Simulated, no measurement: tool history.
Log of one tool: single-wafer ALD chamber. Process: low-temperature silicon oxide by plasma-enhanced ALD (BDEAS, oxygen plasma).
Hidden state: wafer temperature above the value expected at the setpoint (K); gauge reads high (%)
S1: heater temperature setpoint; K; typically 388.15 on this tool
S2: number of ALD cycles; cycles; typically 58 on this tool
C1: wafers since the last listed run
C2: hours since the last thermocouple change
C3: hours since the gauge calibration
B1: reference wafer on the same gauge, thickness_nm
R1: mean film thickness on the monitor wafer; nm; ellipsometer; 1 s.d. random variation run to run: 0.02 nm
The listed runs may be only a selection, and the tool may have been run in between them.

run 1 day=0 | S1=388.15 S2=58 | C1=0 C2=271 C3=643.3 | B1=7.891 | R1=8.028
run 2 day=7.471 | S1=388.15 S2=58 | C1=1267 C2=450.3 C3=822.6 | B1=7.898 | R1=8.033
run 3 day=10.912 | S1=388.15 S2=58 | C1=584 C2=532.9 C3=905.2 | B1=7.904 | R1=8.053
run 4 day=14.296 | S1=388.15 S2=58 | C1=574 C2=614.1 C3=986.4 | B1=7.906 | R1=8.022
run 5 day=16.721 | S1=388.15 S2=65 | C1=411 C2=672.3 C3=1044.6 | B1=7.9 | R1=8.969
run 6 day=21.096 | S1=382.15 S2=49 | C1=742 C2=777.3 C3=1149.6 | B1=7.898 | R1=6.853
run 7 day=24.367 | S1=382.15 S2=49 | C1=555 C2=855.8 C3=1228.1 | B1=7.903 | R1=6.848
run 8 day=28.212 | S1=388.15 S2=58 | C1=652 C2=948.1 C3=1320.4 | B1=7.892 | R1=7.998
run 9 day=39.712 | S1=388.15 S2=58 | C1=1951 C2=1224.1 C3=1596.4 | B1=7.899 | R1=8.045
run 10 day=43.467 | S1=392.15 S2=58 | C1=637 C2=1314.2 C3=1686.5 | B1=7.903 | R1=7.939
run 11 day=46.725 | S1=392.15 S2=58 | C1=553 C2=1392.4 C3=1764.7 | B1=7.902 | R1=7.961
-- day=47.588 gauge calibrated
run 12 day=49.367 | S1=388.15 S2=58 | C1=448 C2=1455.8 C3=42.7 | B1=7.901 | R1=8.016
run 13 day=53.008 | S1=388.15 S2=58 | C1=618 C2=1543.2 C3=130.1 | B1=7.898 | R1=8.008
run 14 day=55.929 | S1=388.15 S2=58 | C1=495 C2=1613.3 C3=200.2 | B1=7.898 | R1=8.018
run 15 day=58.746 | S1=380.15 S2=55 | C1=478 C2=1680.9 C3=267.8 | B1=7.903 | R1=7.711
run 16 day=61.246 | S1=382.15 S2=51 | C1=424 C2=1740.9 C3=327.8 | B1=7.902 | R1=7.103
run 17 day=64.133 | S1=401.15 S2=58 | C1=490 C2=1810.2 C3=397.1 | B1=7.899 | R1=7.811
run 18 day=66.733 | S1=388.15 S2=58 | C1=441 C2=1872.6 C3=459.5 | B1=7.902 | R1=8.022
run 19 day=68.379 | S1=388.15 S2=58 | C1=279 C2=1912.1 C3=499 | B1=7.901 | R1=8.006
-- day=68.938 thermocouple changed; heater temperature recalibrated
run 20 day=71.175 | S1=388.15 S2=58 | C1=417 C2=53.7 C3=566.1 | B1=7.89 | R1=8.02
run 21 day=72.933 | S1=393.15 S2=62 | C1=298 C2=95.9 C3=608.3 | B1=7.895 | R1=8.477
run 22 day=76.829 | S1=378.15 S2=49 | C1=661 C2=189.4 C3=701.8 | B1=7.902 | R1=6.818
-- day=81.696 thermocouple changed; heater temperature recalibrated, repeated, since the last time left the tool worse
run 23 day=87.196 | S1=403.15 S2=58 | C1=1702 C2=132 C3=950.6 | B1=7.904 | R1=7.883
run 24 day=89.738 | S1=388.15 S2=66 | C1=431 C2=193 C3=1011.6 | B1=7.903 | R1=9.153
run 25 day=91.433 | S1=380.15 S2=55 | C1=287 C2=233.7 C3=1052.3 | B1=7.901 | R1=7.756
run 26 day=95.517 | S1=373.15 S2=47 | C1=693 C2=331.7 C3=1150.3 | B1=7.898 | R1=6.699
run 27 day=99.925 | S1=384.15 S2=49 | C1=748 C2=437.5 C3=1256.1 | B1=7.908 | R1=6.838
run 28 day=104.246 | S1=400.15 S2=69 | C1=733 C2=541.2 C3=1359.8 | B1=7.901 | R1=9.337

Below, some changes in R1 between adjacent runs. For each, the amount present without the hidden state too (settings, incoming material, random variation) and the amount remaining for the hidden state with gauge scatter not shared by both compared results:
Run 5 -> 6: S1 388.15 -> 382.15, S2 65 -> 49. R1 -2.116 nm: hidden state +0.007, all else -2.123.
Run 19 -> 20: thermocouple changed; heater temperature recalibrated. R1 +0.014 nm: hidden state -0.034, all else +0.048.
Run 22 -> 23: S1 378.15 -> 403.15, S2 49 -> 58, thermocouple changed; heater temperature recalibrated, repeated, since the last time left the tool worse. R1 +1.065 nm: hidden state +0.073, all else +0.992.
Run 27 -> 28: S1 384.15 -> 400.15, S2 49 -> 69. R1 +2.499 nm: hidden state -0.013, all else +2.512.
